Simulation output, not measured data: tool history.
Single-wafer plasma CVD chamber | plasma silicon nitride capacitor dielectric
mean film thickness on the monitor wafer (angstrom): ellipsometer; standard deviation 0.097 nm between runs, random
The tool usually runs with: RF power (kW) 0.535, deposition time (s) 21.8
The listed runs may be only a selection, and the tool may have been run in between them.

run   hour  RF power (kW)  deposition time (s)  wafers since the last listed run  hours since the last RF generator calibration  hours since the showerhead was replaced  hours since the gauge calibration  read-back reference wafer on the same gauge, thickness_nm  mean film thickness on the monitor wafer (angstrom)
  1    0.0          0.515                 24.8                                 0                                          726.3                                   8312.4                               11.0                                                     29.414                                               361.71
  2   27.1          0.535                 21.8                              1003                                          753.4                                   8339.5                               38.1                                                     29.385                                               320.36
  3   56.8          0.535                 21.8                              1100                                          783.1                                   8369.2                               67.8                                                     29.406                                               320.81
  4  130.6          0.535                 21.8                              2733                                          856.9                                   8443.0                              141.6                                                     29.409                                               321.33
  5  154.0          0.535                 21.8                               866                                          880.3                                   8466.4                              165.0                                                     29.396                                               321.78
  6  175.5          0.535                 21.8                               796                                          901.8                                   8487.9                              186.5                                                     29.455                                               320.45
  7  189.2          0.490                 21.8                               507                                          915.5                                   8501.6                              200.2                                                     29.365                                               308.22
  8  224.1          0.490                 21.8                              1292                                          950.4                                   8536.5                              235.1                                                     29.400                                               309.64
  9  249.5          0.490                 21.8                               940                                          975.8                                   8561.9                              260.5                                                     29.380                                               308.93
 10  280.3          0.535                 21.8                              1140                                         1006.6                                   8592.7                              291.3                                                     29.372                                               319.48
     296.5  -- showerhead replaced, of another model than before
 11  303.1          0.535                 21.8                               548                                         1029.4                                      6.6                              314.1                                                     29.447                                               315.71
 12  338.9          0.535                 21.8                              1326                                         1065.2                                     42.4                              349.9                                                     29.367                                               313.33
     372.6  -- RF generator calibrated
 13  373.1          0.600                 23.7                               970                                            0.5                                     76.6                              384.1                                                     29.446                                               379.30
 14  386.9          0.475                 18.3                               511                                           14.3                                     90.4                              397.9                                                     29.389                                               253.67
 15  399.0          0.535                 21.8                               448                                           26.4                                    102.5                              410.0                                                     29.381                                               324.51

What will run 16 give?
     411.8  -- gauge calibrated
 16  412.6          0.640                 23.8                               503                                           40.0                                    116.1                                0.8                                                          ?                                                    ?

Run 16 gave read-back reference wafer on the same gauge, thickness_nm 29.439, mean film thickness on the monitor wafer (angstrom) 395.18.
On a tool with no hidden condition, and with the same random variation, this run would have come out at mean film thickness on the monitor wafer (angstrom) 397.45.

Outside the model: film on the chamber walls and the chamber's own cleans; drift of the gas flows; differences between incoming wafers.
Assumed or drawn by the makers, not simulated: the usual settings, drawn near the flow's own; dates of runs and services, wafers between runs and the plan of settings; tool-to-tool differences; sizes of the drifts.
